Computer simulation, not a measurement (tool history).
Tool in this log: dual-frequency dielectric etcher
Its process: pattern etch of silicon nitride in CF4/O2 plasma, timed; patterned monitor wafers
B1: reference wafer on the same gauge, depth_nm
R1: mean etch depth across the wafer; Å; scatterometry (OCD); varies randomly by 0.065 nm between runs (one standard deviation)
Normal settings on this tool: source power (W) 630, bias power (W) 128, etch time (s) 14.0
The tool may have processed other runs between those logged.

run 1 hour=0.0 | source_power_(W)=630 bias_power_(W)=144 etch_time_(s)=14.0 | B1=27.29 | R1=307.8
-- hour=84.5 wet clean of the chamber
run 2 hour=85.0 | source_power_(W)=630 bias_power_(W)=144 etch_time_(s)=14.0 | B1=27.30 | R1=314.8
run 3 hour=246.7 | source_power_(W)=730 bias_power_(W)=150 etch_time_(s)=14.0 | B1=27.31 | R1=357.4
run 4 hour=320.7 | source_power_(W)=730 bias_power_(W)=150 etch_time_(s)=14.0 | B1=27.29 | R1=355.9
run 5 hour=378.5 | source_power_(W)=630 bias_power_(W)=128 etch_time_(s)=14.0 | B1=27.29 | R1=301.7
run 6 hour=475.5 | source_power_(W)=630 bias_power_(W)=128 etch_time_(s)=14.0 | B1=27.29 | R1=299.5
run 7 hour=539.7 | source_power_(W)=630 bias_power_(W)=128 etch_time_(s)=14.0 | B1=27.30 | R1=301.0
-- hour=659.4 wet clean of the chamber
run 8 hour=659.9 | source_power_(W)=630 bias_power_(W)=128 etch_time_(s)=14.0 | B1=27.28 | R1=302.8
run 9 hour=684.0 | source_power_(W)=630 bias_power_(W)=128 etch_time_(s)=14.0 | B1=27.30 | R1=302.2
run 10 hour=720.3 | source_power_(W)=630 bias_power_(W)=128 etch_time_(s)=14.0 | B1=27.32 | R1=301.0
run 11 hour=826.5 | source_power_(W)=630 bias_power_(W)=128 etch_time_(s)=14.0 | B1=27.30 | R1=300.6
run 12 hour=904.7 | source_power_(W)=630 bias_power_(W)=128 etch_time_(s)=16.0 | B1=27.30 | R1=343.6
run 13 hour=1002.1 | source_power_(W)=490 bias_power_(W)=109 etch_time_(s)=16.0 | B1=27.30 | R1=267.6
run 14 hour=1076.9 | source_power_(W)=700 bias_power_(W)=151 etch_time_(s)=12.0 | B1=27.32 | R1=292.5
run 15 hour=1123.2 | source_power_(W)=630 bias_power_(W)=128 etch_time_(s)=17.0 | B1=27.30 | R1=362.0
run 16 hour=1189.1 | source_power_(W)=630 bias_power_(W)=112 etch_time_(s)=14.0 | B1=27.31 | R1=288.1
run 17 hour=1251.2 | source_power_(W)=630 bias_power_(W)=114 etch_time_(s)=14.0 | B1=27.29 | R1=287.9
-- hour=1290.1 source power generator calibrated
-- hour=1306.1 gauge calibrated
-- hour=1337.0 bias power generator calibrated
-- hour=1339.3 wet clean of the chamber
run 18 hour=1346.5 | source_power_(W)=710 bias_power_(W)=128 etch_time_(s)=14.0 | B1=27.30 | R1=342.0
-- hour=1372.3 upper electrode replaced
run 19 hour=1432.5 | source_power_(W)=550 bias_power_(W)=128 etch_time_(s)=14.0 | B1=27.29 | R1=274.4
run 20 hour=1484.0 | source_power_(W)=730 bias_power_(W)=150 etch_time_(s)=14.0 | B1=27.30 | R1=359.8
run 21 hour=1576.8 | source_power_(W)=550 bias_power_(W)=128 etch_time_(s)=14.0 | B1=27.30 | R1=272.8
run 22 hour=1680.3 | source_power_(W)=690 bias_power_(W)=108 etch_time_(s)=12.0 | B1=27.30 | R1=268.1
run 23 hour=1728.6 | source_power_(W)=630 bias_power_(W)=128 etch_time_(s)=14.0 | B1=27.30 | R1=302.4

Predict each of these 4 candidate next runs independently; none follows another, all start after run 23:
run A hour=1729.0 | source_power_(W)=630 bias_power_(W)=128 etch_time_(s)=12.5 | B1=? | R1=?
run B hour=1729.0 | source_power_(W)=630 bias_power_(W)=158 etch_time_(s)=14.0 | B1=? | R1=?
run C hour=1729.0 | source_power_(W)=760 bias_power_(W)=128 etch_time_(s)=16.5 | B1=? | R1=?
run D hour=1729.0 | source_power_(W)=630 bias_power_(W)=128 etch_time_(s)=11.0 | B1=? | R1=?

run=A B1=27.30 R1=269.5
run=B B1=27.30 R1=319.1
run=C B1=27.30 R1=415.6
run=D B1=27.30 R1=237.2
What these runs would have given with no unlogged condition in the tool:
run=A R1=277.5
run=B R1=328.5
run=C R1=427.9
run=D R1=244.2
